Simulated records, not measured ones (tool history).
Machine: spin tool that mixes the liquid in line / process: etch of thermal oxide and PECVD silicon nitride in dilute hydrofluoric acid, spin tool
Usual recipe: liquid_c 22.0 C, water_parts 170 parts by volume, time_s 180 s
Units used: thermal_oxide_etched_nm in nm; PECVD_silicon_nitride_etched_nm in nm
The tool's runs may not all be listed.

run   hour  liquid_c  water_parts  time_s  read-back film thickness of the thermal oxide reference wafer, read on the same gauge (nm)  read-back film thickness of the PECVD silicon nitride reference wafer, read on the same gauge (nm)  thermal_oxide_etched_nm  PECVD_silicon_nitride_etched_nm
  1    0.0      22.0          170     180                                                                                     140.032                                                                                              99.969                    4.843                            2.853
  2   11.9      22.0          170     180                                                                                     139.998                                                                                              99.990                    4.843                            2.815
  3   24.2      22.0          170     180                                                                                     139.980                                                                                             100.053                    4.841                            2.808
  4   36.0      22.0          170     180                                                                                     140.015                                                                                             100.037                    4.846                            2.777
  5   53.2      22.0          170     180                                                                                     140.008                                                                                              99.996                    4.826                            2.842
  6   65.7      22.0          170     180                                                                                     140.058                                                                                             100.066                    4.862                            2.851
  7   76.7      22.0          170     230                                                                                     139.969                                                                                             100.000                    6.207                            3.610
  8   86.8      22.0          170     180                                                                                     139.992                                                                                              99.978                    4.858                            2.816
  9  100.4      22.0          170     180                                                                                     139.971                                                                                             100.017                    4.874                            2.874
 10  117.3      22.0          110     135                                                                                     139.975                                                                                              99.969                    6.070                            3.305
 11  135.1      22.0          170     180                                                                                     140.012                                                                                             100.001                    4.882                            2.824
 12  143.1      22.0          170     180                                                                                     139.995                                                                                              99.987                    4.924                            2.864
     150.3  -- gauge calibrated
 13  156.5      24.5          170     180                                                                                     139.980                                                                                              99.974                    5.356                            3.392
 14  173.3      22.0          110     180                                                                                     139.993                                                                                              99.986                    8.162                            4.460
 15  184.6      17.5          100     220                                                                                     140.008                                                                                             100.019                    9.309                            4.465
 16  194.8      22.0          170     180                                                                                     140.032                                                                                              99.971                    4.937                            2.949
     207.1  -- hydrofluoric acid flow meter replaced
 17  212.8      20.5          230     130                                                                                     139.989                                                                                              99.970                    2.359                            1.427
     218.4  -- thermometer replaced
 18  227.2      26.0           90     230                                                                                     140.000                                                                                              99.982                   13.880                            7.917
 19  276.1      20.5           85     225                                                                                     140.032                                                                                              99.998                   11.812                            5.672

Consider 4 possible next runs. They are alternatives, not a sequence: every one starts from the tool as it was left by run 19. What does each give?
  A  276.6      22.0          170     180                                                                                           ?                                                                                                   ?                        ?                                ?
  B  276.6      22.0          205     105                                                                                           ?                                                                                                   ?                        ?                                ?
  C  276.6      26.5          195     120                                                                                           ?                                                                                                   ?                        ?                                ?
  D  276.6      26.0           95     115                                                                                           ?                                                                                                   ?                        ?                                ?

run  read-back film thickness of the thermal oxide reference wafer, read on the same gauge (nm)  read-back film thickness of the PECVD silicon nitride reference wafer, read on the same gauge (nm)  thermal_oxide_etched_nm  PECVD_silicon_nitride_etched_nm
  A                                                                                     140.023                                                                                              99.998                    4.538                            2.491
  B                                                                                     140.023                                                                                              99.998                    2.116                            1.209
  C                                                                                     140.023                                                                                              99.998                    3.032                            1.927
  D                                                                                     140.023                                                                                              99.998                    6.616                            3.669
Without the tool's unlogged condition, the same runs would have read:
run  thermal_oxide_etched_nm  PECVD_silicon_nitride_etched_nm
  A                    4.474                            2.432
  B                    2.087                            1.180
  C                    2.991                            1.883
  D                    6.521                            3.582
